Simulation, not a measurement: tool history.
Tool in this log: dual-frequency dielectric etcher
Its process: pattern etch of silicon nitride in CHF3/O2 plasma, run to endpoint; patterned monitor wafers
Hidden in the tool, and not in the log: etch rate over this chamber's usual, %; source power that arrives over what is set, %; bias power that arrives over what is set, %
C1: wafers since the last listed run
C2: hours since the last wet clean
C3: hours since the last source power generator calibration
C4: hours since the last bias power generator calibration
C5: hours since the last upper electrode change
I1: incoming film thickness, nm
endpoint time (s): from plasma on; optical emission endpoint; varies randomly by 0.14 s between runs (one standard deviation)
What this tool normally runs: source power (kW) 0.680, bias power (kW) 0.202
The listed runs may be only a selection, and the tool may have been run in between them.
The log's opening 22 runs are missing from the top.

{"hour": 545.5, "done": "bias power generator calibrated"}
{"run": 23, "hour": 546.1, "source power (kW)": 0.68, "bias power (kW)": 0.202, "C1": 79, "C2": 58.8, "C3": 1693.6, "C4": 0.6, "C5": 203.6, "I1": 84.9, "endpoint time (s)": 46.9}
{"run": 24, "hour": 563.6, "source power (kW)": 0.85, "bias power (kW)": 0.202, "C1": 143, "C2": 76.3, "C3": 1711.1, "C4": 18.1, "C5": 221.1, "I1": 83.7, "endpoint time (s)": 40.8}
{"run": 25, "hour": 585.0, "source power (kW)": 0.68, "bias power (kW)": 0.236, "C1": 175, "C2": 97.7, "C3": 1732.5, "C4": 39.5, "C5": 242.5, "I1": 84.7, "endpoint time (s)": 44.6}
{"run": 26, "hour": 608.6, "source power (kW)": 0.59, "bias power (kW)": 0.226, "C1": 193, "C2": 121.3, "C3": 1756.1, "C4": 63.1, "C5": 266.1, "I1": 83.3, "endpoint time (s)": 48.6}
{"hour": 622.6, "done": "source power generator calibrated"}
{"run": 27, "hour": 627.5, "source power (kW)": 0.79, "bias power (kW)": 0.202, "C1": 122, "C2": 140.2, "C3": 4.9, "C4": 82.0, "C5": 285.0, "I1": 84.9, "endpoint time (s)": 44.1}
{"run": 28, "hour": 640.5, "source power (kW)": 0.57, "bias power (kW)": 0.186, "C1": 106, "C2": 153.2, "C3": 17.9, "C4": 95.0, "C5": 298.0, "I1": 84.1, "endpoint time (s)": 54.1}
{"run": 29, "hour": 654.2, "source power (kW)": 0.68, "bias power (kW)": 0.202, "C1": 112, "C2": 166.9, "C3": 31.6, "C4": 108.7, "C5": 311.7, "I1": 84.8, "endpoint time (s)": 47.5}
{"run": 30, "hour": 685.6, "source power (kW)": 0.57, "bias power (kW)": 0.23, "C1": 257, "C2": 198.3, "C3": 63.0, "C4": 140.1, "C5": 343.1, "I1": 84.5, "endpoint time (s)": 51.1}
{"run": 31, "hour": 702.0, "source power (kW)": 0.59, "bias power (kW)": 0.182, "C1": 134, "C2": 214.7, "C3": 79.4, "C4": 156.5, "C5": 359.5, "I1": 83.7, "endpoint time (s)": 52.6}
{"run": 32, "hour": 720.0, "source power (kW)": 0.68, "bias power (kW)": 0.202, "C1": 147, "C2": 232.7, "C3": 97.4, "C4": 174.5, "C5": 377.5, "I1": 83.8, "endpoint time (s)": 47.2}
{"run": 33, "hour": 735.7, "source power (kW)": 0.83, "bias power (kW)": 0.249, "C1": 128, "C2": 248.4, "C3": 113.1, "C4": 190.2, "C5": 393.2, "I1": 84.3, "endpoint time (s)": 40.0}
{"run": 34, "hour": 749.8, "source power (kW)": 0.81, "bias power (kW)": 0.202, "C1": 115, "C2": 262.5, "C3": 127.2, "C4": 204.3, "C5": 407.3, "I1": 85.0, "endpoint time (s)": 43.0}
{"run": 35, "hour": 785.0, "source power (kW)": 0.68, "bias power (kW)": 0.202, "C1": 289, "C2": 297.7, "C3": 162.4, "C4": 239.5, "C5": 442.5, "I1": 83.9, "endpoint time (s)": 46.9}
{"run": 36, "hour": 799.6, "source power (kW)": 0.58, "bias power (kW)": 0.243, "C1": 119, "C2": 312.3, "C3": 177.0, "C4": 254.1, "C5": 457.1, "I1": 84.4, "endpoint time (s)": 49.2}

3 options for the next run, each taken on its own from the tool as it stands now. Forecast them:
{"run": "A", "hour": 800.0, "source power (kW)": 0.68, "bias power (kW)": 0.202, "C1": 3, "C2": 312.7, "C3": 177.4, "C4": 254.5, "C5": 457.5, "I1": 83.7, "endpoint time (s)": "?"}
{"run": "B", "hour": 800.0, "source power (kW)": 0.52, "bias power (kW)": 0.202, "C1": 3, "C2": 312.7, "C3": 177.4, "C4": 254.5, "C5": 457.5, "I1": 83.7, "endpoint time (s)": "?"}
{"run": "C", "hour": 800.0, "source power (kW)": 0.63, "bias power (kW)": 0.241, "C1": 3, "C2": 312.7, "C3": 177.4, "C4": 254.5, "C5": 457.5, "I1": 83.7, "endpoint time (s)": "?"}

run=A endpoint_time_(s)=46.8
run=B endpoint_time_(s)=55.4
run=C endpoint_time_(s)=46.7
Take away the tool's hidden state, keep each run's random variation, and the runs would have read:
run=A endpoint_time_(s)=48.0
run=B endpoint_time_(s)=56.8
run=C endpoint_time_(s)=47.9
